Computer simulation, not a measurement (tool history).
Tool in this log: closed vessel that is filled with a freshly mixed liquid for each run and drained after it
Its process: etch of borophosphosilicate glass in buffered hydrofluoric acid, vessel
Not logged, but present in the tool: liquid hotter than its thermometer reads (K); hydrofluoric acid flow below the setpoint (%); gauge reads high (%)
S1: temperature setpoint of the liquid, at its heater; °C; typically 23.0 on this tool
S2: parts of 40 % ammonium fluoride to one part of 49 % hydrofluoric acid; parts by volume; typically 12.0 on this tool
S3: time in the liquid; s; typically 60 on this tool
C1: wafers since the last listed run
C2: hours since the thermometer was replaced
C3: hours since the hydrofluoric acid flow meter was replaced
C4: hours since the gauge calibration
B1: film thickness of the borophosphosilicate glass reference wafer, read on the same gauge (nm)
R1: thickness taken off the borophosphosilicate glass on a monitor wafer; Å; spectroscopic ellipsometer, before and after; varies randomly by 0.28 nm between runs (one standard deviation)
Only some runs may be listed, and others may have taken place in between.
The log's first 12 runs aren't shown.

run	hour	S1	S2	S3	C1	C2	C3	C4	B1	R1
13	969.0	23.0	14.0	60	11483	331.0	115.4	2742.3	100.07	776.4
# hour 982.7: gauge calibrated
14	1057.5	27.0	13.5	60	9605	419.5	203.9	74.8	99.98	987.7
15	1115.1	23.0	16.0	60	6251	477.1	261.5	132.4	99.98	675.2
16	1220.0	23.0	12.0	60	11385	582.0	366.4	237.3	100.00	888.1
# hour 1290.1: thermometer replaced
17	1324.0	25.5	14.5	85	11179	33.9	470.4	341.3	100.01	1195.6
18	1422.5	23.0	12.0	60	10690	132.4	568.9	439.8	100.01	882.1
19	1510.6	20.5	9.5	45	9561	220.5	657.0	527.9	100.02	719.8
20	1604.0	23.0	12.0	60	10137	313.9	750.4	621.3	100.00	875.9
# hour 1649.2: hydrofluoric acid flow meter replaced
21	1654.2	25.5	12.0	90	5339	364.1	5.0	671.5	100.03	1553.6
22	1718.3	25.0	12.0	60	6957	428.2	69.1	735.6	100.02	1007.2
23	1819.5	27.0	8.5	60	10983	529.4	170.3	836.8	99.99	1517.3
24	1866.3	23.0	13.0	60	5079	576.2	217.1	883.6	100.03	829.4
# hour 1909.5: thermometer replaced
25	1925.3	20.5	12.0	30	6295	15.8	276.1	942.6	100.03	389.7
26	2029.5	27.0	8.5	85	11309	120.0	380.3	1046.8	100.03	2122.5
27	2118.4	25.5	9.0	60	9648	208.9	469.2	1135.7	100.03	1308.8
28	2199.8	23.0	17.0	75	8834	290.3	550.6	1217.1	100.01	777.3
29	2258.3	26.0	12.0	80	6349	348.8	609.1	1275.6	99.96	1381.9
# hour 2276.8: hydrofluoric acid flow meter replaced
30	2343.5	23.0	12.0	60	9138	434.0	66.7	1360.8	99.99	905.4
31	2434.1	21.0	12.0	60	9833	524.6	157.3	1451.4	99.99	807.3

Predict each of these 4 candidate next runs independently; none follows another, all start after run 31:
A	2434.8	23.0	12.0	60	75	525.3	158.0	1452.1	?	?
B	2434.8	23.0	10.5	60	75	525.3	158.0	1452.1	?	?
C	2434.8	26.5	12.0	30	75	525.3	158.0	1452.1	?	?
D	2434.8	23.0	16.5	40	75	525.3	158.0	1452.1	?	?

run	B1	R1
A	99.96	904.6
B	99.96	1031.4
C	99.96	545.9
D	99.96	440.5
With no hidden state in the tool, these same runs would have given:
run	R1
A	913.2
B	1041.2
C	551.0
D	444.7

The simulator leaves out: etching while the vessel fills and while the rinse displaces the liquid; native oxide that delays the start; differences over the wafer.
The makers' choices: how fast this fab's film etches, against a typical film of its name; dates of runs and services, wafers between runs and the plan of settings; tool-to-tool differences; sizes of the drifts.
